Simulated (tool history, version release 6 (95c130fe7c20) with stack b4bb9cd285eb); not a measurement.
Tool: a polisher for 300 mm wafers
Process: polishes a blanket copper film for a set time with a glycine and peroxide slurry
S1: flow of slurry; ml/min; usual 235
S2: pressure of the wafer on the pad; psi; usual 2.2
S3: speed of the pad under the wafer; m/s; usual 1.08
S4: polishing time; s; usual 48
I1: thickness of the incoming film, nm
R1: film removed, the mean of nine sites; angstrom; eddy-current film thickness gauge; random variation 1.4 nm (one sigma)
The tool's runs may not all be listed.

{"run": 1, "hour": 0.0, "S1": 235, "S2": 2.2, "S3": 1.08, "S4": 48, "I1": 2192.3, "R1": 2299}
{"run": 2, "hour": 27.9, "S1": 235, "S2": 2.2, "S3": 1.08, "S4": 48, "I1": 2217.3, "R1": 2329}
{"run": 3, "hour": 58.6, "S1": 235, "S2": 2.2, "S3": 1.08, "S4": 48, "I1": 2190.6, "R1": 2305}
{"run": 4, "hour": 79.7, "S1": 185, "S2": 2.2, "S3": 1.08, "S4": 48, "I1": 2166, "R1": 2244}
{"run": 5, "hour": 92.2, "S1": 235, "S2": 2.2, "S3": 1.08, "S4": 48, "I1": 2170.7, "R1": 2292}
{"run": 6, "hour": 106.7, "S1": 235, "S2": 2.2, "S3": 1.08, "S4": 48, "I1": 2190.8, "R1": 2296}
{"run": 7, "hour": 125.4, "S1": 285, "S2": 2, "S3": 1.08, "S4": 48, "I1": 2208.7, "R1": 2195}
{"run": 8, "hour": 145.6, "S1": 235, "S2": 2.2, "S3": 1.08, "S4": 44, "I1": 2185.6, "R1": 2121}
{"run": 9, "hour": 160.4, "S1": 235, "S2": 2.2, "S3": 1.08, "S4": 44, "I1": 2205.7, "R1": 2145}
{"run": 10, "hour": 195.5, "S1": 235, "S2": 2.2, "S3": 1.08, "S4": 48, "I1": 2140.8, "R1": 2311}
{"run": 11, "hour": 226.8, "S1": 235, "S2": 2.2, "S3": 1.08, "S4": 48, "I1": 2175, "R1": 2304}
{"run": 12, "hour": 260.4, "S1": 235, "S2": 2.2, "S3": 1.08, "S4": 48, "I1": 2197.2, "R1": 2294}
{"run": 13, "hour": 287.2, "S1": 235, "S2": 2.2, "S3": 1.08, "S4": 48, "I1": 2186.8, "R1": 2307}
{"run": 14, "hour": 300.4, "S1": 235, "S2": 2.2, "S3": 1.08, "S4": 48, "I1": 2191.3, "R1": 2300}
{"run": 15, "hour": 332.1, "S1": 235, "S2": 2.5, "S3": 1.08, "S4": 48, "I1": 2218.5, "R1": 2561}
{"run": 16, "hour": 357.9, "S1": 235, "S2": 1.8, "S3": 1.08, "S4": 48, "I1": 2170.8, "R1": 1974}
{"run": 17, "hour": 372.8, "S1": 265, "S2": 1.4, "S3": 1.08, "S4": 58, "I1": 2223.7, "R1": 2013}
{"run": 18, "hour": 389.5, "S1": 175, "S2": 2.8, "S3": 1.08, "S4": 59, "I1": 2202.2, "R1": 3308}
{"run": 19, "hour": 408.9, "S1": 235, "S2": 2.2, "S3": 0.92, "S4": 48, "I1": 2184.2, "R1": 2120}
{"run": 20, "hour": 437.0, "S1": 235, "S2": 2.9, "S3": 0.92, "S4": 48, "I1": 2185.3, "R1": 2652}
{"run": 21, "hour": 449.3, "S1": 235, "S2": 2.5, "S3": 1.08, "S4": 42, "I1": 2187.4, "R1": 2236}
{"run": 22, "hour": 475.9, "S1": 235, "S2": 2.2, "S3": 1.08, "S4": 48, "I1": 2206.5, "R1": 2314}
{"run": 23, "hour": 494.2, "S1": 235, "S2": 2.2, "S3": 1.08, "S4": 48, "I1": 2160, "R1": 2311}
{"run": 24, "hour": 507.7, "S1": 235, "S2": 2.2, "S3": 1.08, "S4": 48, "I1": 2148.7, "R1": 2305}
{"run": 25, "hour": 534.9, "S1": 235, "S2": 2.2, "S3": 1.2, "S4": 57, "I1": 2180.8, "R1": 2901}
{"run": 26, "hour": 551.0, "S1": 300, "S2": 2.8, "S3": 0.92, "S4": 39, "I1": 2177.3, "R1": 2128}
{"run": 27, "hour": 584.7, "S1": 235, "S2": 2.2, "S3": 1.36, "S4": 39, "I1": 2183.4, "R1": 2123}
{"run": 28, "hour": 596.8, "S1": 235, "S2": 2.2, "S3": 1.08, "S4": 48, "I1": 2209.1, "R1": 2328}
{"run": 29, "hour": 625.2, "S1": 260, "S2": 2.5, "S3": 0.78, "S4": 59, "I1": 2208.1, "R1": 2676}

Taken out of this log: 5 entries between the listed runs. Where each belongs, and how the hidden state differs across it:
Between runs 9 and 10: worn pad replaced by a new one (hour 184.8)
  no hidden state differs between the two runs
Between runs 10 and 11: slurry nozzle cleaned (hour 210.4)
  no hidden state differs between the two runs
Between runs 11 and 12: head pressure recalibrated (hour 255.3)
  no hidden state differs between the two runs
Between runs 18 and 19: worn pad replaced by a new one (hour 397.2)
  no hidden state differs between the two runs
Between runs 28 and 29: worn pad replaced by a new one (hour 624.7)
  no hidden state differs between the two runs
